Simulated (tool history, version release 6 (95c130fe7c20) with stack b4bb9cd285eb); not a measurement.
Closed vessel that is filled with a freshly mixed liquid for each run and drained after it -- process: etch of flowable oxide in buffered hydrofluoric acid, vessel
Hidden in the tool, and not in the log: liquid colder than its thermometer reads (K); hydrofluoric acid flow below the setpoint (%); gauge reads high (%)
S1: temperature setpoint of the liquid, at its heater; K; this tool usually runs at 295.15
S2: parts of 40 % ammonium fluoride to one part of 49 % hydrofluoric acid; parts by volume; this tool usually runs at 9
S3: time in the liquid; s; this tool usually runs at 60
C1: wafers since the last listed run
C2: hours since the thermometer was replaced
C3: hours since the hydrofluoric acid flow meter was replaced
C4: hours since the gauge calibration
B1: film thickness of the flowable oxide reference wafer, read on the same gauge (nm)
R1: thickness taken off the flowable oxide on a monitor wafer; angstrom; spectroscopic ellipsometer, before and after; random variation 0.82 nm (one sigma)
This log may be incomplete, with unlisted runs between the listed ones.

{"run": 1, "hour": 0.0, "S1": 295.15, "S2": 9, "S3": 60, "C1": 0, "C2": 172.5, "C3": 1377.7, "C4": 575.7, "B1": 78.64, "R1": 2647}
{"run": 2, "hour": 61.1, "S1": 295.15, "S2": 9, "S3": 60, "C1": 6708, "C2": 233.6, "C3": 1438.8, "C4": 636.8, "B1": 78.59, "R1": 2647.5}
{"run": 3, "hour": 166.0, "S1": 295.15, "S2": 9, "S3": 60, "C1": 11517, "C2": 338.5, "C3": 1543.7, "C4": 741.7, "B1": 78.51, "R1": 2632.7}
{"run": 4, "hour": 263.8, "S1": 295.15, "S2": 9, "S3": 60, "C1": 10737, "C2": 436.3, "C3": 1641.5, "C4": 839.5, "B1": 78.5, "R1": 2627.8}
{"run": 5, "hour": 349.5, "S1": 295.15, "S2": 9, "S3": 60, "C1": 9409, "C2": 522, "C3": 1727.2, "C4": 925.2, "B1": 78.41, "R1": 2630.9}
{"run": 6, "hour": 389.4, "S1": 295.15, "S2": 9, "S3": 60, "C1": 4380, "C2": 561.9, "C3": 1767.1, "C4": 965.1, "B1": 78.43, "R1": 2627.3}
{"run": 7, "hour": 442.1, "S1": 295.15, "S2": 9, "S3": 60, "C1": 5786, "C2": 614.6, "C3": 1819.8, "C4": 1017.8, "B1": 78.37, "R1": 2643.9}
{"hour": 488.6, "done": "gauge calibrated"}
{"run": 8, "hour": 497.6, "S1": 295.15, "S2": 9, "S3": 60, "C1": 6093, "C2": 670.1, "C3": 1875.3, "C4": 9, "B1": 79.91, "R1": 2680.8}
{"run": 9, "hour": 590.8, "S1": 295.15, "S2": 9, "S3": 35, "C1": 10232, "C2": 763.3, "C3": 1968.5, "C4": 102.2, "B1": 79.51, "R1": 1553.8}
{"run": 10, "hour": 650.4, "S1": 292.15, "S2": 9, "S3": 60, "C1": 6543, "C2": 822.9, "C3": 2028.1, "C4": 161.8, "B1": 79.33, "R1": 2258.9}
{"hour": 653.6, "done": "thermometer replaced"}
{"run": 11, "hour": 752.6, "S1": 295.15, "S2": 10.5, "S3": 60, "C1": 11110, "C2": 99, "C3": 2130.3, "C4": 264, "B1": 79.07, "R1": 2372}
{"hour": 790.3, "done": "hydrofluoric acid flow meter replaced"}
{"run": 12, "hour": 850.6, "S1": 295.15, "S2": 9, "S3": 60, "C1": 10649, "C2": 197, "C3": 60.3, "C4": 362, "B1": 78.89, "R1": 2649.3}
{"run": 13, "hour": 934.1, "S1": 295.15, "S2": 6.5, "S3": 30, "C1": 9167, "C2": 280.5, "C3": 143.8, "C4": 445.5, "B1": 78.76, "R1": 1849.1}
{"run": 14, "hour": 1038.7, "S1": 295.15, "S2": 9, "S3": 60, "C1": 11484, "C2": 385.1, "C3": 248.4, "C4": 550.1, "B1": 78.62, "R1": 2643.9}
{"run": 15, "hour": 1109.9, "S1": 295.15, "S2": 9, "S3": 95, "C1": 7817, "C2": 456.3, "C3": 319.6, "C4": 621.3, "B1": 78.57, "R1": 4175.9}
{"run": 16, "hour": 1193.2, "S1": 299.65, "S2": 6, "S3": 60, "C1": 9145, "C2": 539.6, "C3": 402.9, "C4": 704.6, "B1": 78.52, "R1": 5057.9}
{"run": 17, "hour": 1238.6, "S1": 291.15, "S2": 9, "S3": 75, "C1": 4984, "C2": 585, "C3": 448.3, "C4": 750, "B1": 78.46, "R1": 2629.6}
{"run": 18, "hour": 1312.8, "S1": 298.65, "S2": 9, "S3": 60, "C1": 8146, "C2": 659.2, "C3": 522.5, "C4": 824.2, "B1": 78.45, "R1": 3184.2}
{"run": 19, "hour": 1378.1, "S1": 299.65, "S2": 9, "S3": 60, "C1": 7169, "C2": 724.5, "C3": 587.8, "C4": 889.5, "B1": 78.39, "R1": 3363.1}
{"run": 20, "hour": 1480.6, "S1": 295.15, "S2": 9, "S3": 60, "C1": 11253, "C2": 827, "C3": 690.3, "C4": 992, "B1": 78.34, "R1": 2622.8}

For run 21, what comes out?
{"hour": 1498.1, "done": "gauge calibrated"}
{"run": 21, "hour": 1556.1, "S1": 296.65, "S2": 10.5, "S3": 60, "C1": 8289, "C2": 902.5, "C3": 765.8, "C4": 58, "B1": "?", "R1": "?"}

For run 21 the tool returned B1 79.37, R1 2595.3 angstrom.
Had the tool carried no hidden state, the very same run would have given R1 2615.7 angstrom.
